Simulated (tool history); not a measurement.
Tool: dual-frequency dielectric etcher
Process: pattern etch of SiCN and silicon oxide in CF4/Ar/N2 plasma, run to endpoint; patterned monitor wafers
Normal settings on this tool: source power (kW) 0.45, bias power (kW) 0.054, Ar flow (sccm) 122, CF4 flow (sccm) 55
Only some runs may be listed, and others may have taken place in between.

run	hour	source power (kW)	bias power (kW)	Ar flow (sccm)	CF4 flow (sccm)	incoming incoming film thickness, nm	endpoint time (s)
1	0	0.39	0.054	122	55	17.59	24.9
2	42	0.39	0.054	122	55	17.57	24.5
3	82.7	0.39	0.054	122	55	17.49	24.2
4	135.8	0.45	0.054	122	55	17.6	22.1
5	166.9	0.45	0.054	122	55	17.48	21.8
6	236.8	0.45	0.054	122	55	17.57	21.8
7	295	0.45	0.054	122	55	17.51	21.6
8	338.1	0.45	0.054	111	55	17.67	21.4
# hour 367.5: wet clean of the chamber
9	395.5	0.45	0.054	111	55	17.45	22.2
10	464	0.45	0.054	111	55	17.53	21.6
# hour 472: Ar flow controller replaced
11	515.9	0.45	0.054	112	60	17.46	21.3
12	550.7	0.54	0.059	122	55	17.48	19.1
13	584.9	0.37	0.065	122	48	17.52	24.4
14	620.9	0.45	0.054	122	55	17.5	21.7
# hour 658.3: upper electrode replaced
# hour 673.5: bias power generator calibrated
15	689.5	0.52	0.042	93	55	17.36	19.6

What will run 16 give?
# hour 718.7: source power generator calibrated
# hour 739: wet clean of the chamber
16	754.7	0.45	0.054	122	67	17.41	?

endpoint time (s): 21.5
With the hidden condition absent and the run-to-run variation left alone, this run would have shown endpoint time (s) 21.5.

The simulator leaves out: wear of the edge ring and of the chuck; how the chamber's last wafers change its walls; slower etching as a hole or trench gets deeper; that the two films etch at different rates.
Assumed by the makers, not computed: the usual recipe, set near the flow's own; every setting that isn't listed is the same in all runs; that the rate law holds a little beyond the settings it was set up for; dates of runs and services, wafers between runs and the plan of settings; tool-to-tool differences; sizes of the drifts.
